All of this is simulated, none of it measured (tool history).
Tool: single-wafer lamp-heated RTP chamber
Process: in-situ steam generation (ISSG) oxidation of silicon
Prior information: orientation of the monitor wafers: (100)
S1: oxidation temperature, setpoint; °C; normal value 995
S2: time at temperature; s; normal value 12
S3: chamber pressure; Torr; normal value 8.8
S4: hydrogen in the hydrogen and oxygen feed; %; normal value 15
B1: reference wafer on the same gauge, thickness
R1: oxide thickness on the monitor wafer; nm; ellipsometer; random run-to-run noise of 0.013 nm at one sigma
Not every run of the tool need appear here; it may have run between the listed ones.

Run 1, hour 0: usual settings; B1 3.38. Result: R1 3.972 nm.
Run 2, hour 42.4: usual settings but S2 9 s, S4 11 %; B1 3.383. Result: R1 3.248 nm.
Run 3, hour 80.2: usual settings; B1 3.38. Result: R1 3.954 nm.
Run 4, hour 148.7: usual settings; B1 3.377. Result: R1 3.948 nm.
At hour 156.4: gauge calibrated.
Run 5, hour 185.1: usual settings but S1 1002 °C; B1 3.381. Result: R1 4.036 nm.
Run 6, hour 221.7: usual settings but S1 1002 °C; B1 3.383. Result: R1 4.048 nm.
Run 7, hour 256.7: usual settings; B1 3.383. Result: R1 3.949 nm.
Run 8, hour 325.2: usual settings; B1 3.376. Result: R1 3.921 nm.
Run 9, hour 382.9: usual settings but S3 8.3 Torr; B1 3.376. Result: R1 3.969 nm.
At hour 443.8: pyrometer window cleaned and pyrometer calibrated.
Run 10, hour 450.4: usual settings but S3 8.3 Torr; B1 3.377. Result: R1 3.953 nm.
Run 11, hour 487.3: usual settings; B1 3.378. Result: R1 3.948 nm.
Run 12, hour 556.4: usual settings but S3 8.3 Torr; B1 3.382. Result: R1 3.95 nm.
At hour 566.7: pressure gauge zeroed.
Run 13, hour 584.3: usual settings but S1 1012 °C, S4 22 %; B1 3.376. Result: R1 4.587 nm.
Run 14, hour 622.9: usual settings but S1 1005 °C, S2 10 s, S3 9.5 Torr, S4 11 %; B1 3.38. Result: R1 3.487 nm.
Run 15, hour 685.2: usual settings; B1 3.381. Result: R1 3.936 nm.
At hour 703.8: hydrogen flow controller replaced.
At hour 775: gauge calibrated.
Run 16, hour 883.7: usual settings but S1 975 °C, S3 8.3 Torr, S4 18 %; B1 3.377. Result: R1 3.888 nm.
Run 17, hour 915.7: usual settings but S1 982 °C, S2 14 s; B1 3.381. Result: R1 4.05 nm.
Run 18, hour 955.7: usual settings but S2 9 s, S4 11 %; B1 3.377. Result: R1 3.233 nm.
Run 19, hour 999.6: usual settings but S4 23 %; B1 3.377. Result: R1 4.371 nm.
Run 20, hour 1032.1: usual settings but S2 9 s, S3 7.5 Torr; B1 3.383. Result: R1 3.505 nm.
Run 21, hour 1067.9: usual settings but S3 9.9 Torr, S4 11 %; B1 3.38. Result: R1 3.64 nm.

Below are 4 alternative next runs, each starting from the tool's condition after run 21. Predict each:
Run A, hour 1068.3: usual settings; B1 ?. Result: R1 ?.
Run B, hour 1068.3: usual settings but S2 8 s; B1 ?. Result: R1 ?.
Run C, hour 1068.3: usual settings but S2 9 s, S3 7.7 Torr, S4 12 %; B1 ?. Result: R1 ?.
Run D, hour 1068.3: usual settings but S1 1006 °C, S4 21 %; B1 ?. Result: R1 ?.

run     B1     R1
  A  3.378  3.945
  B  3.378  3.322
  C  3.378  3.313
  D  3.378  4.436
Had the tool no hidden state, the same runs would have come out as:
run     R1
  A  3.945
  B  3.322
  C  3.313
  D  4.436

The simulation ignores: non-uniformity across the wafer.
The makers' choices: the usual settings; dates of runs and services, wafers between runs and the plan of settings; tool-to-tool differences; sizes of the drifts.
